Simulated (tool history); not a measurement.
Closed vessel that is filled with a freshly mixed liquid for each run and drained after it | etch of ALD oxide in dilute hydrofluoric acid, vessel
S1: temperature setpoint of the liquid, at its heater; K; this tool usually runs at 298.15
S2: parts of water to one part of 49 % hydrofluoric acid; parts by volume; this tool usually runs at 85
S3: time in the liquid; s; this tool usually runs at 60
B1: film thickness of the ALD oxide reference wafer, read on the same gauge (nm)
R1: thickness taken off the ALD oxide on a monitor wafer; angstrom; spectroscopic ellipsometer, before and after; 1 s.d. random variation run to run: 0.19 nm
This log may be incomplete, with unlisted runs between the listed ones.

Run 1, hour 0: usual settings; B1 109.99. Result: R1 205 angstrom.
Run 2, hour 48.8: usual settings; B1 110.01. Result: R1 208.2 angstrom.
At hour 52: gauge calibrated.
Run 3, hour 152.3: usual settings; B1 110.01. Result: R1 208.1 angstrom.
Run 4, hour 196.2: usual settings but S1 295.15 K, S3 75 s; B1 109.99. Result: R1 227.6 angstrom.
Run 5, hour 452.9: usual settings but S1 295.15 K, S3 75 s; B1 110.01. Result: R1 232.2 angstrom.
Run 6, hour 528.2: usual settings but S2 70 parts by volume; B1 110. Result: R1 259.6 angstrom.
Run 7, hour 711.2: usual settings but S2 70 parts by volume; B1 109.99. Result: R1 262.4 angstrom.
Run 8, hour 761.6: usual settings; B1 110. Result: R1 209.4 angstrom.
At hour 793.3: hydrofluoric acid flow meter replaced.
Run 9, hour 1036.2: usual settings but S1 295.15 K, S3 75 s; B1 110.01. Result: R1 245.1 angstrom.
At hour 1127.7: gauge calibrated.
Run 10, hour 1140.5: usual settings but S1 295.65 K, S3 85 s; B1 109.99. Result: R1 284.3 angstrom.
At hour 1201.3: hydrofluoric acid flow meter replaced, repeated, since the last time left the tool worse.
Run 11, hour 1201.8: usual settings but S1 301.65 K; B1 110. Result: R1 231.5 angstrom.
At hour 1353.1: thermometer replaced.
Run 12, hour 1521.1: usual settings but S2 115 parts by volume; B1 110. Result: R1 146 angstrom.
Run 13, hour 1569.8: usual settings but S1 301.15 K, S2 50 parts by volume, S3 95 s; B1 109.99. Result: R1 662.2 angstrom.
Run 14, hour 1615.3: usual settings; B1 110.01. Result: R1 203.2 angstrom.
Run 15, hour 1721.4: usual settings but S1 301.15 K, S2 75 parts by volume, S3 30 s; B1 110. Result: R1 132.9 angstrom.
Run 16, hour 1828.1: usual settings but S1 300.15 K, S2 110 parts by volume, S3 50 s; B1 109.99. Result: R1 140.6 angstrom.

Each row is a separate what-if for the run after 16, all from the same tool condition, not one after another. Results?
Run A, hour 1828.8: usual settings but S2 105 parts by volume; B1 ?. Result: R1 ?.
Run B, hour 1828.8: usual settings but S1 294.15 K, S2 65 parts by volume, S3 40 s; B1 ?. Result: R1 ?.
Run C, hour 1828.8: usual settings but S1 300.15 K, S2 120 parts by volume; B1 ?. Result: R1 ?.
Run D, hour 1828.8: usual settings but S2 120 parts by volume; B1 ?. Result: R1 ?.
Run E, hour 1828.8: usual settings but S1 300.15 K, S3 30 s; B1 ?. Result: R1 ?.

run   B1     R1
  A  110  164.9
  B  110  158.4
  C  110    153
  D  110  141.7
  E  110    113
Without the tool's unlogged condition, the same runs would have read:
run     R1
  A  159.7
  B  153.7
  C  148.1
  D  137.2
  E  109.5
